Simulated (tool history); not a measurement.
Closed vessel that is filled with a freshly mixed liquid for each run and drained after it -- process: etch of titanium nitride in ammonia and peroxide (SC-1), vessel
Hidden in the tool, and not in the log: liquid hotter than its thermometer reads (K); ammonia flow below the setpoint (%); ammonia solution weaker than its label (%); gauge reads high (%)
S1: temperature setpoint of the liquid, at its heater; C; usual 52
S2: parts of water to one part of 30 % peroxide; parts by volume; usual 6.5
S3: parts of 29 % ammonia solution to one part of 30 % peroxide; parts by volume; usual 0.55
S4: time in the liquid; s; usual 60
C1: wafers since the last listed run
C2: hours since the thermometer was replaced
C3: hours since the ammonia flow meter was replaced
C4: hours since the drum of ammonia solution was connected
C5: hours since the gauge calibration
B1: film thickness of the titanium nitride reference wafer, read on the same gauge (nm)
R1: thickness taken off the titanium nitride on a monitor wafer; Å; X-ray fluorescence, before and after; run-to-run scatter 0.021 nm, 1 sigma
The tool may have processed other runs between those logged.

run	hour	S1	S2	S3	S4	C1	C2	C3	C4	C5	B1	R1
1	0	52	6.5	0.55	60	0	1570	2396.6	582.6	26.5	39.99	110.5
2	12.5	52	6.5	0.55	60	1756	1582.5	2409.1	595.1	39	40.01	110.9
3	36.6	52	6.5	0.55	60	3386	1606.6	2433.2	619.2	63.1	39.99	110.6
4	57.1	52	6.5	0.55	60	2880	1627.1	2453.7	639.7	83.6	40	110.6
5	70.5	52	6.5	0.55	60	1883	1640.5	2467.1	653.1	97	40.01	110.7
6	92	52	7	0.55	60	3021	1662	2488.6	674.6	118.5	40.02	106.6
7	123.1	52	7	0.55	60	4370	1693.1	2519.7	705.7	149.6	39.99	107.1
8	136.2	52	6.5	0.55	40	1840	1706.2	2532.8	718.8	162.7	40.01	73.8
# hour 138.1: ammonia flow meter replaced
9	151	52	6.5	0.55	60	1939	1721	12.9	733.6	177.5	39.99	111.4
10	167.5	52	6.5	0.55	90	2318	1737.5	29.4	750.1	194	40.01	166.3
# hour 175: thermometer replaced
# hour 198.7: new drum of ammonia solution connected
# hour 215.5: gauge calibrated
11	234	62	6.5	0.55	60	9063	59	95.9	35.3	18.5	40	203
12	249.7	52	9	0.75	60	2206	74.7	111.6	51	34.2	39.98	93.5
13	265.2	47.5	7.5	0.3	80	2178	90.2	127.1	66.5	49.7	40	85.1
14	291	52	6.5	0.55	60	3625	116	152.9	92.3	75.5	39.99	104.7

Forecast each of these 3 alternatives for the next run:
A	291.7	52	9	0.55	60	98	116.7	153.6	93	76.2	?	?
B	291.7	52	8	0.55	90	98	116.7	153.6	93	76.2	?	?
C	291.7	52	8.5	0.55	60	98	116.7	153.6	93	76.2	?	?

run	B1	R1
A	40.01	88.7
B	40.01	141.3
C	40.01	91.4
Without the tool's hidden state the same runs would have given:
run	R1
A	87.5
B	139.3
C	90

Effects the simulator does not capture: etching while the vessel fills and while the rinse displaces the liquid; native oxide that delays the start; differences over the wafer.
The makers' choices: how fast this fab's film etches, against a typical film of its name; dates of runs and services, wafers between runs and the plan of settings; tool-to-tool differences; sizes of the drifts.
